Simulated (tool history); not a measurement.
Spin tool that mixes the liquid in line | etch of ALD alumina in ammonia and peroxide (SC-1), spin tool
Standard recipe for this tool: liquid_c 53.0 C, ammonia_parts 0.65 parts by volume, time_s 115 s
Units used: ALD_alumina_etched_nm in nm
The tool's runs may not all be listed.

| run | hour | liquid_c | ammonia_parts | time_s | read-back film thickness of the ALD alumina reference wafer, read on the same gauge (nm) | ALD_alumina_etched_nm |
|---|---|---|---|---|---|---|
| 1 | 0.0 | 47.0 | 0.70 | 115 | 80.01 | 4.69 |
| 2 | 17.3 | 53.0 | 0.65 | 115 | 80.01 | 6.40 |
| 3 | 26.9 | 53.0 | 0.65 | 115 | 80.01 | 6.46 |
| 4 | 44.0 | 53.0 | 0.65 | 115 | 80.00 | 6.49 |
| 5 | 56.1 | 53.0 | 0.65 | 85 | 80.01 | 4.78 |
| 6 | 70.0 | 53.0 | 0.65 | 85 | 80.01 | 4.80 |
| 7 | 86.3 | 53.0 | 0.65 | 85 | 80.01 | 4.84 |
| 8 | 94.1 | 53.0 | 0.85 | 80 | 79.99 | 4.66 |
| 9 | 101.6 | 53.0 | 0.65 | 115 | 79.99 | 6.53 |
|  | 105.9 | heated supply line repaired |
| 10 | 119.3 | 58.0 | 0.90 | 170 | 79.99 | 12.81 |
|  | 125.0 | thermometer replaced |
| 11 | 132.3 | 44.0 | 0.55 | 155 | 79.98 | 4.68 |
|  | 135.0 | ammonia flow meter replaced |
|  | 137.5 | new drum of ammonia solution connected |
| 12 | 147.3 | 44.0 | 0.55 | 155 | 80.00 | 4.66 |
| 13 | 165.0 | 53.0 | 0.80 | 70 | 79.99 | 3.60 |
| 14 | 171.9 | 44.0 | 0.65 | 115 | 79.98 | 3.53 |
| 15 | 188.3 | 53.0 | 0.65 | 140 | 80.01 | 7.05 |
| 16 | 199.4 | 53.0 | 0.45 | 115 | 80.00 | 5.56 |
| 17 | 207.8 | 53.0 | 0.65 | 115 | 80.00 | 5.74 |
| 18 | 217.8 | 53.0 | 0.65 | 115 | 80.01 | 5.77 |
| 19 | 231.0 | 63.0 | 0.45 | 175 | 80.00 | 14.31 |
| 20 | 238.4 | 53.0 | 0.65 | 115 | 80.00 | 5.80 |
| 21 | 244.4 | 47.0 | 0.75 | 60 | 79.98 | 2.20 |
| 22 | 253.1 | 53.0 | 0.55 | 115 | 79.98 | 5.70 |
| 23 | 270.6 | 53.0 | 0.65 | 115 | 80.01 | 5.81 |
| 24 | 287.4 | 47.5 | 0.65 | 115 | 80.01 | 4.29 |
| 25 | 298.2 | 53.0 | 0.65 | 115 | 80.00 | 5.83 |
| 26 | 304.9 | 46.5 | 0.65 | 115 | 79.99 | 4.08 |

For each run, what was the tool's unlogged condition?
ammonia flow below the setpoint (%): 0 at every run
temperature lost on the way to the wafer (K): 0 at every run
ammonia solution weaker than its label (%): 0 at every run
gauge reads high (%): 0 at every run
H1: liquid hotter than its thermometer reads (K)
| run | H1 |
|---|---|
| 1 | 2.46 |
| 2 | 2.48 |
| 3 | 2.49 |
| 4 | 2.51 |
| 5 | 2.52 |
| 6 | 2.54 |
| 7 | 2.55 |
| 8 | 2.56 |
| 9 | 2.57 |
| 10 | 2.59 |
| 11 | 0.34 |
| 12 | 0.356 |
| 13 | 0.376 |
| 14 | 0.384 |
| 15 | 0.402 |
| 16 | 0.414 |
| 17 | 0.423 |
| 18 | 0.434 |
| 19 | 0.448 |
| 20 | 0.457 |
| 21 | 0.463 |
| 22 | 0.473 |
| 23 | 0.492 |
| 24 | 0.51 |
| 25 | 0.522 |
| 26 | 0.53 |

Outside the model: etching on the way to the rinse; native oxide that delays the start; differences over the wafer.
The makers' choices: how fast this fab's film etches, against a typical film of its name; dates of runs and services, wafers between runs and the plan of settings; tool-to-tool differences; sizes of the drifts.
